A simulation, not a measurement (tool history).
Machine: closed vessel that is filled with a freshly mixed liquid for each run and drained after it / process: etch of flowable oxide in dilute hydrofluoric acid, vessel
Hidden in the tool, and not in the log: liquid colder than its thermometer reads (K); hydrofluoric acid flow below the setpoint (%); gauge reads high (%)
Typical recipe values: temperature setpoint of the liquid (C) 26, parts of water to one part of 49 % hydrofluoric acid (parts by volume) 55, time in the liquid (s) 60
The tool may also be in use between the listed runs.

run	day	temperature setpoint of the liquid (C)	parts of water to one part of 49 % hydrofluoric acid (parts by volume)	time in the liquid (s)	wafers since the last listed run	hours since the thermometer was replaced	hours since the hydrofluoric acid flow meter was replaced	hours since the gauge calibration	read-back film thickness of the flowable oxide reference wafer, read on the same gauge (nm)	thickness taken off the flowable oxide on a monitor wafer (nm)
1	0	29.5	55	75	0	856.6	453.6	371.9	30.22	62.08
2	1.129	29.5	55	75	2833	883.7	480.7	399	30.21	60.96
3	3.162	26	55	80	5103	932.5	529.5	447.8	30.27	57.35
4	6.025	23.5	55	60	7184	1001.2	598.2	516.5	30.32	38.68
5	7.725	23.5	55	60	4266	1042	639	557.3	30.36	38.78
6	9.862	26	40	60	5364	1093.3	690.3	608.6	30.4	60.7
7	11.042	26	40	60	2959	1121.6	718.6	636.9	30.41	60.11
8	13.275	26	40	60	5605	1175.2	772.2	690.5	30.43	60.75
9	14.775	26	55	60	3764	1211.2	808.2	726.5	30.47	43.27
# day 15.954: hydrofluoric acid flow meter replaced
10	17.312	26	55	60	6263	1272.1	32.6	787.4	30.54	43.09
11	18.729	28	55	60	3555	1306.1	66.6	821.4	30.56	46.29
12	20.767	28	55	60	5113	1355	115.5	870.3	30.6	46.83
13	21.979	28	55	60	3043	1384.1	144.6	899.4	30.59	46.68
14	23.588	26	65	60	4036	1422.7	183.2	938	30.65	35.88
# day 25.154: thermometer replaced
15	26.275	26	65	60	6640	26.9	247.7	1002.5	30.71	36.27
16	28.704	30.5	75	50	6096	85.2	306	1060.8	30.72	30.97
17	31.617	21.5	55	35	7309	155.1	375.9	1130.7	30.78	21.08
18	33.7	26	55	60	5228	205.1	425.9	1180.7	30.8	43.6
# day 36.242: gauge calibrated
19	36.6	26	55	60	7278	274.7	495.5	8.6	30.03	42.33
20	39.525	26	55	60	7341	344.9	565.7	78.8	30.15	42.79
21	41.017	29	55	60	3743	380.7	601.5	114.6	30.15	48.05
22	42.596	31	55	60	3963	418.6	639.4	152.5	30.18	52.03
23	43.946	26	55	90	3388	451	671.8	184.9	30.2	63.86
24	44.962	26	30	70	2551	475.4	696.2	209.3	30.23	95.7
25	47.925	22	30	60	7435	546.5	767.3	280.4	30.27	69.28
# day 48.65: hydrofluoric acid flow meter replaced
26	50.454	30	85	35	6243	607.2	43.3	341.1	30.33	18.23
27	52.95	30.5	65	80	6263	667.1	103.2	401	30.4	57.12
28	54.1	21	30	35	2886	694.7	130.8	428.6	30.43	38.78
29	58.9	30	40	60	12046	809.9	246	543.8	30.47	70.67

For run 30, what comes out?
30	61.421	26	55	85	6326	870.4	306.5	604.3	?	?

{"run 30": {"read-back film thickness of the flowable oxide reference wafer, read on the same gauge (nm)": 30.5, "thickness taken off the flowable oxide on a monitor wafer (nm)": 61.06}}
The same run, on a tool lacking any hidden state, would have yielded thickness taken off the flowable oxide on a monitor wafer (nm) 60.01.

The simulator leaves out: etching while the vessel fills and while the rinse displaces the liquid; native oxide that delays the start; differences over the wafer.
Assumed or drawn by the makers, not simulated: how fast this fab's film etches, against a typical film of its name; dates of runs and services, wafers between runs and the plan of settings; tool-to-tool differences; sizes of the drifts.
